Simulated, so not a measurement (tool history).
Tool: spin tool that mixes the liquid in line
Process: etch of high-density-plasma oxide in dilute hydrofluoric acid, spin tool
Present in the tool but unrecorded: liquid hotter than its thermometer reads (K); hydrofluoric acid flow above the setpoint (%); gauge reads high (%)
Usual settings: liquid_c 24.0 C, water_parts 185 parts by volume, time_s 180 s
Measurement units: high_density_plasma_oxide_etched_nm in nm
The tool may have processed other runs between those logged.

run,hour,liquid_c,water_parts,time_s,wafers since the last listed run,hours since the thermometer was replaced,hours since the hydrofluoric acid flow meter was replaced,hours since the gauge calibration,"read-back film thickness of the high-density-plasma oxide reference wafer, read on the same gauge (nm)",high_density_plasma_oxide_etched_nm
1,0.0,24.0,185,180,0,2577.1,2391.5,271.2,150.00,5.04
# hour 9.9: hydrofluoric acid flow meter replaced
2,16.3,24.0,185,180,130,2593.4,6.4,287.5,150.01,5.04
3,29.2,24.0,185,180,110,2606.3,19.3,300.4,149.99,4.99
4,38.8,24.0,185,180,82,2615.9,28.9,310.0,149.97,5.00
5,47.6,24.0,185,180,75,2624.7,37.7,318.8,150.00,4.98
6,59.5,24.0,185,180,101,2636.6,49.6,330.7,150.01,4.99
7,75.2,24.0,185,180,134,2652.3,65.3,346.4,150.02,5.06
# hour 111.2: gauge calibrated
8,125.8,24.0,185,180,432,2702.9,115.9,14.6,149.99,5.01
9,140.1,29.0,140,265,122,2717.2,130.2,28.9,150.01,12.28
# hour 144.2: thermometer replaced
10,156.7,19.5,130,180,133,12.5,146.8,45.5,150.00,6.36
11,168.9,24.0,185,180,104,24.7,159.0,57.7,150.00,5.00
12,180.1,24.0,185,75,95,35.9,170.2,68.9,150.00,2.07
13,194.7,20.5,185,145,124,50.5,184.8,83.5,149.96,3.56
14,210.1,24.0,185,180,131,65.9,200.2,98.9,150.01,4.96
15,226.0,26.5,235,100,135,81.8,216.1,114.8,150.01,2.24
16,233.9,21.0,185,180,67,89.7,224.0,122.7,150.01,4.45
17,251.1,27.0,220,250,146,106.9,241.2,139.9,149.99,6.22
18,302.0,27.0,185,180,434,157.8,292.1,190.8,150.00,5.58
19,313.1,27.5,185,125,94,168.9,303.2,201.9,150.00,3.95
20,323.2,27.5,185,180,86,179.0,313.3,212.0,150.00,5.69
21,332.2,24.0,130,280,76,188.0,322.3,221.0,150.01,11.76
22,343.3,25.5,235,180,94,199.1,333.4,232.1,150.00,3.94
23,353.2,20.0,185,180,84,209.0,343.3,242.0,150.00,4.30
24,369.2,28.5,100,290,136,225.0,359.3,258.0,150.00,19.55
25,377.6,24.0,185,270,71,233.4,367.7,266.4,150.00,7.46
26,390.4,24.0,185,180,109,246.2,380.5,279.2,150.03,5.00
27,401.8,28.5,225,80,97,257.6,391.9,290.6,150.01,2.05
28,411.6,24.0,185,180,83,267.4,401.7,300.4,150.03,5.04
29,425.2,24.0,185,180,116,281.0,415.3,314.0,149.99,4.92
30,436.9,20.0,250,255,99,292.7,427.0,325.7,150.00,4.25
31,446.1,20.0,210,280,78,301.9,436.2,334.9,149.98,5.71

Give the tool's hidden conditions for every run:
liquid hotter than its thermometer reads (K): 0 at every run
hydrofluoric acid flow above the setpoint (%): 0 at every run
gauge reads high (%): 0 at every run
